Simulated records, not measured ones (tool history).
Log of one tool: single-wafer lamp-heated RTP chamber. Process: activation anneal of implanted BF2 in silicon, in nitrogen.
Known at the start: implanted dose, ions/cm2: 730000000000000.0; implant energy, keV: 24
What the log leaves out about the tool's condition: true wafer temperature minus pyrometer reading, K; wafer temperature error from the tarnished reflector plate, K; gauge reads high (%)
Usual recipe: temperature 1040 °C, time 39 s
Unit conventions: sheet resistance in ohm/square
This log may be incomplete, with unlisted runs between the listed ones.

run   hour  temperature  time  wafers since the last listed run  wafers since the last pyrometer calibration  wafers since the reflector plate was cleaned  hours since the gauge calibration  read-back reference wafer on the same gauge, sheet resistance  sheet resistance
  1      0         1040    26                                 0                                         6001                                          7102                              230.6                                                         175.78            166.45
  2   30.6         1049    24                               254                                         6255                                          7357                              261.2                                                         175.87            163.48
  3   61.7         1049    24                               258                                         6514                                          7616                              292.3                                                         175.93            164.37
  4   79.3         1040    39                               146                                         6660                                          7762                              309.9                                                         175.99            163.42
  5  104.8         1040    39                               212                                         6872                                          7974                              335.4                                                         175.95             162.8
  6  126.4         1040    39                               179                                         7052                                          8154                                357                                                         176.35            162.69
  7    142         1040    39                               129                                         7182                                          8284                              372.6                                                         176.04            162.51
  8  169.9         1040    39                               232                                         7414                                          8516                              400.5                                                         175.87            162.01
  9    198         1040    55                               233                                         7648                                          8750                              428.6                                                         176.08            159.34
 10  221.7         1040    39                               197                                         7845                                          8947                              452.3                                                         175.92            161.03
 11  251.6         1040    39                               248                                         8094                                          9196                              482.2                                                         175.94            161.65
 12  282.6         1040    58                               257                                         8352                                          9453                              513.2                                                         176.09             158.5
 13  303.1         1040    39                               170                                         8522                                          9624                              533.7                                                          175.9            162.73
 14  322.8         1040    39                               163                                         8686                                          9788                              553.4                                                         175.79             162.5
 15  353.7         1040    39                               257                                         8943                                         10045                              584.3                                                         175.75            160.75
 16  380.4         1040    39                               222                                         9165                                         10267                                611                                                         175.91            162.42
     393.9  -- pyrometer window cleaned and pyrometer calibrated
 17  400.8         1040    39                               103                                           57                                         10370                              631.4                                                         175.98            166.26
 18  423.4         1040    39                               188                                          245                                         10558                                654                                                         175.83            164.42
     442.4  -- gauge calibrated
 19  456.7         1068    45                               277                                          522                                         10835                               14.3                                                         176.14            156.53
 20  479.3         1040    39                               188                                          710                                         11023                               36.9                                                         176.22            165.52
 21  504.1         1055    20                               206                                          916                                         11229                               61.7                                                         176.06            166.69
 22    537         1063    25                               273                                         1190                                         11503                               94.6                                                         175.93            163.24
 23  569.3         1040    39                               268                                         1459                                         11772                              126.9                                                          175.7            165.08
 24  599.8         1065    27                               253                                         1712                                         12026                              157.4                                                         176.03             160.3
 25  616.5         1053    51                               138                                         1851                                         12165                              174.1                                                          176.1            157.87
 26  648.2         1040    23                               263                                         2115                                         12428                              205.8                                                         176.07            169.37
 27    680         1070    32                               264                                         2380                                         12693                              237.6                                                         175.95            159.32
 28  694.4         1040    39                               119                                         2499                                         12813                                252                                                          176.1            162.48
     711.3  -- reflector plate cleaned
 29  729.7         1016    46                               227                                         2726                                           153                              287.3                                                         175.96            167.84
 30  814.3         1040    31                               703                                         3430                                           857                              371.9                                                         175.72            165.74
 31  829.2         1055    17                               123                                         3554                                           981                              386.8                                                         175.79            167.13
 32  861.4         1055    22                               267                                         3822                                          1249                                419                                                         176.27             164.2
 33  885.1         1040    39                               197                                         4019                                          1446                              442.7                                                         176.02            163.18
 34  915.6         1057    58                               253                                         4273                                          1699                              473.2                                                         176.11            155.23
 35  939.8         1067    53                               201                                         4474                                          1901                              497.4                                                         175.73             155.2
 36  954.4         1040    53                               121                                         4596                                          2022                                512                                                         176.03            158.35

How the hidden state differs across the entries between the runs, from the last listed run before each to the first after it:
Logged between run 16 and run 17: pyrometer window cleaned and pyrometer calibrated (hour 393.9)
  true wafer temperature minus pyrometer reading, K: 13.5 -> 0.927
  measured less the result without the state, sheet resistance: -3.54 -> -0.26 ohm/square
Logged between run 18 and run 19: gauge calibrated (hour 442.4)
  true wafer temperature minus pyrometer reading, K: 1.72 -> 2.8
  measured less the result without the state, sheet resistance: -0.48 -> -0.52 ohm/square
Logged between run 28 and run 29: reflector plate cleaned (hour 711.3)
  true wafer temperature minus pyrometer reading, K: 8.09 -> 8.6
  measured less the result without the state, sheet resistance: -2.15 -> -3.65 ohm/square
